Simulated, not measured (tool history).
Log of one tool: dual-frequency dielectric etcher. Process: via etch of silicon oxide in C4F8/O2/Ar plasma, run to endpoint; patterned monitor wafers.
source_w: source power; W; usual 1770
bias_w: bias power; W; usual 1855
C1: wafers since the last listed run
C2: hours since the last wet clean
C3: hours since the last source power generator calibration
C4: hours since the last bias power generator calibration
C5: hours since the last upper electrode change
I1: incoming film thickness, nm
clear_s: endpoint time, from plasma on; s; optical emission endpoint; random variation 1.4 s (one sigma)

Run 1, day 0.000: usual settings but source_w 1630 W, bias_w 1511 W; C1 0; C2 249.7; C3 5144.5; C4 4130.7; C5 2177.6; I1 1186.8. Result: clear_s 281.6 s.
Run 2, day 0.317: usual settings but bias_w 2007 W; C1 27; C2 257.3; C3 5152.1; C4 4138.3; C5 2185.2; I1 1201.9. Result: clear_s 259.4 s.
Run 3, day 0.904: usual settings; C1 51; C2 271.4; C3 5166.2; C4 4152.4; C5 2199.3; I1 1178.9. Result: clear_s 259.8 s.
Run 4, day 1.546: usual settings; C1 56; C2 286.8; C3 5181.6; C4 4167.8; C5 2214.7; I1 1182.2. Result: clear_s 260.3 s.
Run 5, day 3.496: usual settings but bias_w 1646 W; C1 172; C2 333.6; C3 5228.4; C4 4214.6; C5 2261.5; I1 1190.2. Result: clear_s 272.0 s.
Run 6, day 3.979: usual settings but bias_w 1646 W; C1 42; C2 345.2; C3 5240.0; C4 4226.2; C5 2273.1; I1 1184.6. Result: clear_s 269.6 s.
Run 7, day 4.612: usual settings but bias_w 1646 W; C1 55; C2 360.4; C3 5255.2; C4 4241.4; C5 2288.3; I1 1180.2. Result: clear_s 272.0 s.
Run 8, day 5.229: usual settings; C1 54; C2 375.2; C3 5270.0; C4 4256.2; C5 2303.1; I1 1185.1. Result: clear_s 262.2 s.
Run 9, day 5.546: usual settings; C1 27; C2 382.8; C3 5277.6; C4 4263.8; C5 2310.7; I1 1178.3. Result: clear_s 261.7 s.
At day 7.012: source power generator calibrated.
At day 7.383: wet clean of the chamber.
Run 10, day 7.404: usual settings; C1 116; C2 0.5; C3 9.4; C4 4308.4; C5 2355.3; I1 1201.9. Result: clear_s 257.1 s.
Run 11, day 8.338: usual settings; C1 82; C2 22.9; C3 31.8; C4 4330.8; C5 2377.7; I1 1177.5. Result: clear_s 252.2 s.
At day 8.833: bias power generator calibrated.
At day 9.721: upper electrode replaced, of another model than before.
Run 12, day 9.742: usual settings but source_w 1360 W, bias_w 1562 W; C1 30; C2 56.6; C3 65.5; C4 21.8; C5 0.5; I1 1193.4. Result: clear_s 331.0 s.
Run 13, day 9.758: usual settings but bias_w 1700 W; C1 1; C2 57.0; C3 65.9; C4 22.2; C5 0.9; I1 1180.1. Result: clear_s 267.2 s.
Run 14, day 9.779: usual settings but source_w 1880 W, bias_w 2310 W; C1 1; C2 57.5; C3 66.4; C4 22.7; C5 1.4; I1 1188.4. Result: clear_s 223.7 s.
Run 15, day 10.350: usual settings; C1 50; C2 71.2; C3 80.1; C4 36.4; C5 15.1; I1 1199.1. Result: clear_s 261.3 s.
Run 16, day 10.696: usual settings but bias_w 1595 W; C1 30; C2 79.5; C3 88.4; C4 44.7; C5 23.4; I1 1187.4. Result: clear_s 275.7 s.
Run 17, day 11.296: usual settings but source_w 1570 W, bias_w 1649 W; C1 52; C2 93.9; C3 102.8; C4 59.1; C5 37.8; I1 1190.6. Result: clear_s 296.8 s.
Run 18, day 11.612: usual settings but source_w 1930 W; C1 27; C2 101.5; C3 110.4; C4 66.7; C5 45.4; I1 1188.4. Result: clear_s 245.1 s.
Run 19, day 12.354: usual settings; C1 65; C2 119.3; C3 128.2; C4 84.5; C5 63.2; I1 1192.4. Result: clear_s 257.2 s.
Run 20, day 12.704: usual settings but source_w 1970 W, bias_w 2074 W; C1 30; C2 127.7; C3 136.6; C4 92.9; C5 71.6; I1 1193.6. Result: clear_s 231.3 s.
Run 21, day 13.046: usual settings but source_w 1970 W, bias_w 2285 W; C1 30; C2 135.9; C3 144.8; C4 101.1; C5 79.8; I1 1195.0. Result: clear_s 223.3 s.
Run 22, day 13.492: usual settings but source_w 1930 W, bias_w 2067 W; C1 39; C2 146.6; C3 155.5; C4 111.8; C5 90.5; I1 1186.8. Result: clear_s 235.8 s.
Run 23, day 14.075: usual settings; C1 51; C2 160.6; C3 169.5; C4 125.8; C5 104.5; I1 1186.6. Result: clear_s 258.5 s.

The tool's hidden state at each run:
source power that arrives over what is set, %: 0 in every run
bias power that arrives over what is set, %: 0 in every run
H1: etch rate over this chamber's usual, %
run      H1
  1   -2.57
  2   -2.63
  3   -2.75
  4   -2.87
  5   -3.25
  6   -3.34
  7   -3.46
  8   -3.58
  9   -3.65
 10  -0.588
 11  -0.768
 12   -1.04
 13   -1.04
 14   -1.05
 15   -1.16
 16   -1.22
 17   -1.34
 18    -1.4
 19   -1.55
 20   -1.61
 21   -1.68
 22   -1.77
 23   -1.88

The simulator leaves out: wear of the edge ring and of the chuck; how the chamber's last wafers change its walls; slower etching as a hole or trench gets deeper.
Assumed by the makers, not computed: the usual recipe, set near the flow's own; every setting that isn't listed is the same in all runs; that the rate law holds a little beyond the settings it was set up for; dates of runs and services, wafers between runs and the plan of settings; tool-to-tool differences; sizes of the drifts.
